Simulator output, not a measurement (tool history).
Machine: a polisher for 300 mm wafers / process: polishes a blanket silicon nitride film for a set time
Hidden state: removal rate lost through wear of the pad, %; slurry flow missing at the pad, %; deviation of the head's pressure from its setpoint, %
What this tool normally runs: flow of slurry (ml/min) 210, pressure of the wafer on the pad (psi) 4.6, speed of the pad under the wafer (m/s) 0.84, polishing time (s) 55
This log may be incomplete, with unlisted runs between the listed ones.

run,hour,flow of slurry (ml/min),pressure of the wafer on the pad (psi),speed of the pad under the wafer (m/s),polishing time (s),wafers since the last listed run,wafers polished on this pad,hours since the slurry nozzle was cleaned,hours since the head pressure was calibrated,"incoming thickness of the incoming film, nm",film removed (nm)
1,0.0,210,4.6,1.06,55,0,1014,546.1,814.0,587.5,135.7
# hour 31.1: worn pad replaced by a new one
# hour 36.8: slurry nozzle cleaned
2,38.2,210,4.6,1.06,55,228,41,1.4,852.2,609.4,143.8
3,138.5,210,4.6,1.06,55,690,732,101.7,952.5,611.0,142.2
4,194.8,210,5.0,0.84,55,387,1119,158.0,1008.8,608.2,118.1
# hour 204.5: worn pad replaced by a new one
5,256.5,155,4.6,0.84,55,397,357,219.7,1070.5,601.8,115.5
6,284.9,155,4.6,0.84,55,195,553,248.1,1098.9,595.6,115.9
# hour 324.0: head pressure recalibrated
7,351.4,155,4.6,0.84,55,443,996,314.6,27.4,593.1,109.2

The next listed run, before its measurement:
8,410.1,210,4.0,0.72,55,404,1400,373.3,86.1,608.4,?

{"run 8": {"film removed (nm)": 82.5}}
Take away the tool's hidden state, keep the run-to-run variation as it was, and the same run would have given film removed (nm) 94.4.
